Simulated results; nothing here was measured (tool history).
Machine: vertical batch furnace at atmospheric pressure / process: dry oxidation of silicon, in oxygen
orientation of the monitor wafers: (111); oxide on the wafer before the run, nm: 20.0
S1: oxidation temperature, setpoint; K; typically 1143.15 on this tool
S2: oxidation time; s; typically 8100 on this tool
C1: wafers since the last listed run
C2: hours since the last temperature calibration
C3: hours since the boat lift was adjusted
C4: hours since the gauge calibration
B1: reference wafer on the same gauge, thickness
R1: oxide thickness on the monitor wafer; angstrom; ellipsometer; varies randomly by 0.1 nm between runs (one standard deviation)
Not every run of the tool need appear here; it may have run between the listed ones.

{"run": 1, "hour": 0.0, "S1": 1126.15, "S2": 10800, "C1": 0, "C2": 3782.6, "C3": 1742.8, "C4": 393.1, "B1": 46.11, "R1": 487.7}
{"run": 2, "hour": 52.0, "S1": 1126.15, "S2": 10800, "C1": 343, "C2": 3834.6, "C3": 1794.8, "C4": 445.1, "B1": 46.1, "R1": 489.2}
{"run": 3, "hour": 98.9, "S1": 1126.15, "S2": 10800, "C1": 309, "C2": 3881.5, "C3": 1841.7, "C4": 492.0, "B1": 46.1, "R1": 488.6}
{"run": 4, "hour": 164.8, "S1": 1162.15, "S2": 8100, "C1": 435, "C2": 3947.4, "C3": 1907.6, "C4": 557.9, "B1": 46.12, "R1": 559.2}
{"run": 5, "hour": 202.8, "S1": 1162.15, "S2": 8100, "C1": 251, "C2": 3985.4, "C3": 1945.6, "C4": 595.9, "B1": 46.09, "R1": 559.9}
{"run": 6, "hour": 251.1, "S1": 1162.15, "S2": 8100, "C1": 319, "C2": 4033.7, "C3": 1993.9, "C4": 644.2, "B1": 46.07, "R1": 559.1}
{"run": 7, "hour": 284.7, "S1": 1161.15, "S2": 10740, "C1": 221, "C2": 4067.3, "C3": 2027.5, "C4": 677.8, "B1": 46.09, "R1": 649.0}
{"run": 8, "hour": 345.7, "S1": 1161.15, "S2": 10740, "C1": 402, "C2": 4128.3, "C3": 2088.5, "C4": 738.8, "B1": 46.09, "R1": 647.9}
{"run": 9, "hour": 405.3, "S1": 1161.15, "S2": 10740, "C1": 393, "C2": 4187.9, "C3": 2148.1, "C4": 798.4, "B1": 46.11, "R1": 647.4}
{"run": 10, "hour": 444.7, "S1": 1143.15, "S2": 8100, "C1": 260, "C2": 4227.3, "C3": 2187.5, "C4": 837.8, "B1": 46.09, "R1": 485.6}
{"run": 11, "hour": 496.9, "S1": 1143.15, "S2": 8100, "C1": 344, "C2": 4279.5, "C3": 2239.7, "C4": 890.0, "B1": 46.08, "R1": 485.2}
{"run": 12, "hour": 565.4, "S1": 1143.15, "S2": 8100, "C1": 452, "C2": 4348.0, "C3": 2308.2, "C4": 958.5, "B1": 46.12, "R1": 481.7}
{"run": 13, "hour": 601.6, "S1": 1132.15, "S2": 8100, "C1": 239, "C2": 4384.2, "C3": 2344.4, "C4": 994.7, "B1": 46.11, "R1": 446.5}
{"run": 14, "hour": 654.8, "S1": 1132.15, "S2": 8100, "C1": 351, "C2": 4437.4, "C3": 2397.6, "C4": 1047.9, "B1": 46.1, "R1": 445.9}
{"run": 15, "hour": 700.9, "S1": 1143.15, "S2": 5970, "C1": 304, "C2": 4483.5, "C3": 2443.7, "C4": 1094.0, "B1": 46.09, "R1": 419.1}
{"hour": 709.7, "done": "gauge calibrated"}
{"run": 16, "hour": 769.6, "S1": 1127.15, "S2": 10230, "C1": 453, "C2": 4552.2, "C3": 2512.4, "C4": 59.9, "B1": 46.09, "R1": 482.5}
{"run": 17, "hour": 835.0, "S1": 1143.15, "S2": 8100, "C1": 431, "C2": 4617.6, "C3": 2577.8, "C4": 125.3, "B1": 46.09, "R1": 484.6}
{"run": 18, "hour": 1014.1, "S1": 1161.15, "S2": 8100, "C1": 1183, "C2": 4796.7, "C3": 2756.9, "C4": 304.4, "B1": 46.1, "R1": 555.9}
{"hour": 1072.8, "done": "boat lift adjusted"}
{"run": 19, "hour": 1073.3, "S1": 1127.15, "S2": 9900, "C1": 232, "C2": 4855.9, "C3": 0.5, "C4": 363.6, "B1": 46.12, "R1": 486.0}
{"run": 20, "hour": 1131.6, "S1": 1131.15, "S2": 6210, "C1": 385, "C2": 4914.2, "C3": 58.8, "C4": 421.9, "B1": 46.09, "R1": 400.0}
{"run": 21, "hour": 1200.8, "S1": 1143.15, "S2": 8100, "C1": 457, "C2": 4983.4, "C3": 128.0, "C4": 491.1, "B1": 46.08, "R1": 495.8}
{"hour": 1260.3, "done": "thermocouples replaced and temperature profile calibrated"}
{"run": 22, "hour": 1260.8, "S1": 1155.15, "S2": 6960, "C1": 237, "C2": 0.5, "C3": 188.0, "C4": 551.1, "B1": 46.07, "R1": 481.2}
{"run": 23, "hour": 1304.7, "S1": 1119.15, "S2": 4260, "C1": 289, "C2": 44.4, "C3": 231.9, "C4": 595.0, "B1": 46.11, "R1": 312.4}
{"run": 24, "hour": 1334.4, "S1": 1157.15, "S2": 5160, "C1": 196, "C2": 74.1, "C3": 261.6, "C4": 624.7, "B1": 46.1, "R1": 422.0}
{"run": 25, "hour": 1380.0, "S1": 1143.15, "S2": 4350, "C1": 301, "C2": 119.7, "C3": 307.2, "C4": 670.3, "B1": 46.1, "R1": 359.5}
{"run": 26, "hour": 1435.4, "S1": 1158.15, "S2": 4800, "C1": 365, "C2": 175.1, "C3": 362.6, "C4": 725.7, "B1": 46.11, "R1": 410.2}
{"run": 27, "hour": 1496.4, "S1": 1143.15, "S2": 8100, "C1": 402, "C2": 236.1, "C3": 423.6, "C4": 786.7, "B1": 46.08, "R1": 473.8}
{"run": 28, "hour": 1560.2, "S1": 1143.15, "S2": 8100, "C1": 421, "C2": 299.9, "C3": 487.4, "C4": 850.5, "B1": 46.08, "R1": 471.9}
{"run": 29, "hour": 1598.6, "S1": 1125.15, "S2": 8100, "C1": 253, "C2": 338.3, "C3": 525.8, "C4": 888.9, "B1": 46.13, "R1": 415.1}

What if the next run were any one of these 3? Each begins from the tool's condition after run 29:
{"run": "A", "hour": 1605.4, "S1": 1143.15, "S2": 8100, "C1": 44, "C2": 345.1, "C3": 532.6, "C4": 895.7, "B1": "?", "R1": "?"}
{"run": "B", "hour": 1605.4, "S1": 1167.15, "S2": 8100, "C1": 44, "C2": 345.1, "C3": 532.6, "C4": 895.7, "B1": "?", "R1": "?"}
{"run": "C", "hour": 1605.4, "S1": 1133.15, "S2": 8100, "C1": 44, "C2": 345.1, "C3": 532.6, "C4": 895.7, "B1": "?", "R1": "?"}

run=A B1=46.12 R1=472.4
run=B B1=46.12 R1=568.3
run=C B1=46.12 R1=438.9
What these runs would have given with no unlogged condition in the tool:
run=A R1=471.4
run=B R1=567.1
run=C R1=438.0

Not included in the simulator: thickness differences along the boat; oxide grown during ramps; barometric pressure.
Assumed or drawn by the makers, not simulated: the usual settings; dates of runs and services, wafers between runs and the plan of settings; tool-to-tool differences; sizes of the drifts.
